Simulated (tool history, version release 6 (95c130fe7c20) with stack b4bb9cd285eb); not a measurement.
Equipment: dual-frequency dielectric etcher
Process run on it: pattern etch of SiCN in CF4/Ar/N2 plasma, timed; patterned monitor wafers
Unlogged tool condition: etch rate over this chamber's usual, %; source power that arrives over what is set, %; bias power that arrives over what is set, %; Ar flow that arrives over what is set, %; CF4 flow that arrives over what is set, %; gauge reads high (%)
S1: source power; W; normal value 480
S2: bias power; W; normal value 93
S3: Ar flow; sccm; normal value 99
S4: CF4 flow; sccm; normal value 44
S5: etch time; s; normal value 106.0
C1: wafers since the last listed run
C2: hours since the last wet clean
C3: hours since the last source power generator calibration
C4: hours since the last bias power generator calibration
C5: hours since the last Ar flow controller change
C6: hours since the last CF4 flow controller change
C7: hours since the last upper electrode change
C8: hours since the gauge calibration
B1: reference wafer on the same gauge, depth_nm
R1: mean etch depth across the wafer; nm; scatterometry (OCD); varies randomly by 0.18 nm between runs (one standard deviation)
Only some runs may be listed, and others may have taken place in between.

Run 1, hour 0.0: usual settings; C1 0; C2 332.5; C3 5175.5; C4 2898.6; C5 4237.0; C6 2263.6; C7 4712.1; C8 143.2; B1 109.9. Result: R1 95.2 nm.
Run 2, hour 29.2: usual settings but S3 107 sccm; C1 372; C2 361.7; C3 5204.7; C4 2927.8; C5 4266.2; C6 2292.8; C7 4741.3; C8 172.4; B1 110.0. Result: R1 94.2 nm.
At hour 57.2: CF4 flow controller replaced.
Run 3, hour 64.7: usual settings but S2 109 W, S3 82 sccm; C1 376; C2 397.2; C3 5240.2; C4 2963.3; C5 4301.7; C6 7.5; C7 4776.8; C8 207.9; B1 110.0. Result: R1 103.5 nm.
At hour 89.1: upper electrode replaced.
Run 4, hour 89.6: usual settings but S1 430 W, S2 84 W, S3 121 sccm, S4 35 sccm; C1 11; C2 422.1; C3 5265.1; C4 2988.2; C5 4326.6; C6 32.4; C7 0.5; C8 232.8; B1 109.9. Result: R1 79.1 nm.
Run 5, hour 98.6: usual settings but S2 72 W; C1 114; C2 431.1; C3 5274.1; C4 2997.2; C5 4335.6; C6 41.4; C7 9.5; C8 241.8; B1 110.0. Result: R1 86.2 nm.
Run 6, hour 126.4: usual settings; C1 354; C2 458.9; C3 5301.9; C4 3025.0; C5 4363.4; C6 69.2; C7 37.3; C8 269.6; B1 109.9. Result: R1 94.8 nm.
At hour 150.9: Ar flow controller replaced.
At hour 161.3: wet clean of the chamber.
Run 7, hour 161.8: usual settings but S1 370 W, S4 53 sccm; C1 242; C2 0.5; C3 5337.3; C4 3060.4; C5 10.9; C6 104.6; C7 72.7; C8 305.0; B1 110.1. Result: R1 79.3 nm.
Run 8, hour 180.1: usual settings but S1 550 W, S3 83 sccm, S4 36 sccm, S5 77.0 s; C1 233; C2 18.8; C3 5355.6; C4 3078.7; C5 29.2; C6 122.9; C7 91.0; C8 323.3; B1 109.9. Result: R1 78.1 nm.
Run 9, hour 201.4: usual settings but S2 78 W; C1 271; C2 40.1; C3 5376.9; C4 3100.0; C5 50.5; C6 144.2; C7 112.3; C8 344.6; B1 110.0. Result: R1 89.5 nm.
At hour 225.1: bias power generator calibrated.
Run 10, hour 228.7: usual settings but S1 520 W, S4 39 sccm, S5 87.0 s; C1 297; C2 67.4; C3 5404.2; C4 3.6; C5 77.8; C6 171.5; C7 139.6; C8 371.9; B1 110.0. Result: R1 82.9 nm.
Run 11, hour 241.3: usual settings but S3 80 sccm, S5 137.5 s; C1 160; C2 80.0; C3 5416.8; C4 16.2; C5 90.4; C6 184.1; C7 152.2; C8 384.5; B1 110.0. Result: R1 127.4 nm.
Run 12, hour 257.1: usual settings; C1 201; C2 95.8; C3 5432.6; C4 32.0; C5 106.2; C6 199.9; C7 168.0; C8 400.3; B1 110.0. Result: R1 95.3 nm.
At hour 263.7: source power generator calibrated.
Run 13, hour 360.1: usual settings but S1 600 W; C1 1263; C2 198.8; C3 96.4; C4 135.0; C5 209.2; C6 302.9; C7 271.0; C8 503.3; B1 110.0. Result: R1 118.9 nm.
Run 14, hour 381.9: usual settings but S2 71 W, S3 108 sccm, S4 50 sccm, S5 118.5 s; C1 278; C2 220.6; C3 118.2; C4 156.8; C5 231.0; C6 324.7; C7 292.8; C8 525.1; B1 110.0. Result: R1 100.2 nm.
Run 15, hour 398.1: usual settings but S2 86 W; C1 206; C2 236.8; C3 134.4; C4 173.0; C5 247.2; C6 340.9; C7 309.0; C8 541.3; B1 110.0. Result: R1 96.1 nm.
Run 16, hour 410.5: usual settings; C1 158; C2 249.2; C3 146.8; C4 185.4; C5 259.6; C6 353.3; C7 321.4; C8 553.7; B1 110.0. Result: R1 98.9 nm.
Run 17, hour 433.1: usual settings but S1 370 W, S3 113 sccm, S5 76.0 s; C1 288; C2 271.8; C3 169.4; C4 208.0; C5 282.2; C6 375.9; C7 344.0; C8 576.3; B1 110.0. Result: R1 56.2 nm.
Run 18, hour 469.1: usual settings but S3 92 sccm; C1 459; C2 307.8; C3 205.4; C4 244.0; C5 318.2; C6 411.9; C7 380.0; C8 612.3; B1 110.0. Result: R1 99.7 nm.
Run 19, hour 486.7: usual settings; C1 224; C2 325.4; C3 223.0; C4 261.6; C5 335.8; C6 429.5; C7 397.6; C8 629.9; B1 110.0. Result: R1 98.4 nm.
At hour 500.3: gauge calibrated.
Run 20, hour 503.2: usual settings but S2 86 W, S3 93 sccm, S5 134.0 s; C1 210; C2 341.9; C3 239.5; C4 278.1; C5 352.3; C6 446.0; C7 414.1; C8 2.9; B1 110.1. Result: R1 122.0 nm.
Run 21, hour 536.5: usual settings; C1 424; C2 375.2; C3 272.8; C4 311.4; C5 385.6; C6 479.3; C7 447.4; C8 36.2; B1 110.0. Result: R1 98.1 nm.

Hidden condition of the tool, last listed run before each entry between runs versus first listed run after:
Run 2 -> run 3: CF4 flow controller replaced (hour 57.2)
  etch rate over this chamber's usual, %: -1.25 -> -1.38; source power that arrives over what is set, %: -4.49 -> -4.57
  what was measured, less what the result would be without the hidden state, R1: -4.8 -> -5.5 nm
Run 3 -> run 4: upper electrode replaced (hour 89.1)
  etch rate over this chamber's usual, %: -1.38 -> -1.47; source power that arrives over what is set, %: -4.57 -> -4.62
  what was measured, less what the result would be without the hidden state, R1: -5.5 -> -4.3 nm
Run 6 -> run 7: Ar flow controller replaced (hour 150.9); wet clean of the chamber (hour 161.3)
  etch rate over this chamber's usual, %: -1.6 -> -0.223; source power that arrives over what is set, %: -4.7 -> -4.78
  what was measured, less what the result would be without the hidden state, R1: -5.4 -> -3.4 nm
Run 9 -> run 10: bias power generator calibrated (hour 225.1)
  etch rate over this chamber's usual, %: -0.363 -> -0.459; source power that arrives over what is set, %: -4.86 -> -4.92
  what was measured, less what the result would be without the hidden state, R1: -4.0 -> -3.9 nm
Run 12 -> run 13: source power generator calibrated (hour 263.7)
  etch rate over this chamber's usual, %: -0.56 -> -0.923; source power that arrives over what is set, %: -4.98 -> -0.261
  what was measured, less what the result would be without the hidden state, R1: -4.7 -> -1.4 nm
Run 19 -> run 20: gauge calibrated (hour 500.3)
  etch rate over this chamber's usual, %: -1.37 -> -1.43; source power that arrives over what is set, %: -0.269 -> -0.271
  what was measured, less what the result would be without the hidden state, R1: -1.6 -> -2.0 nm
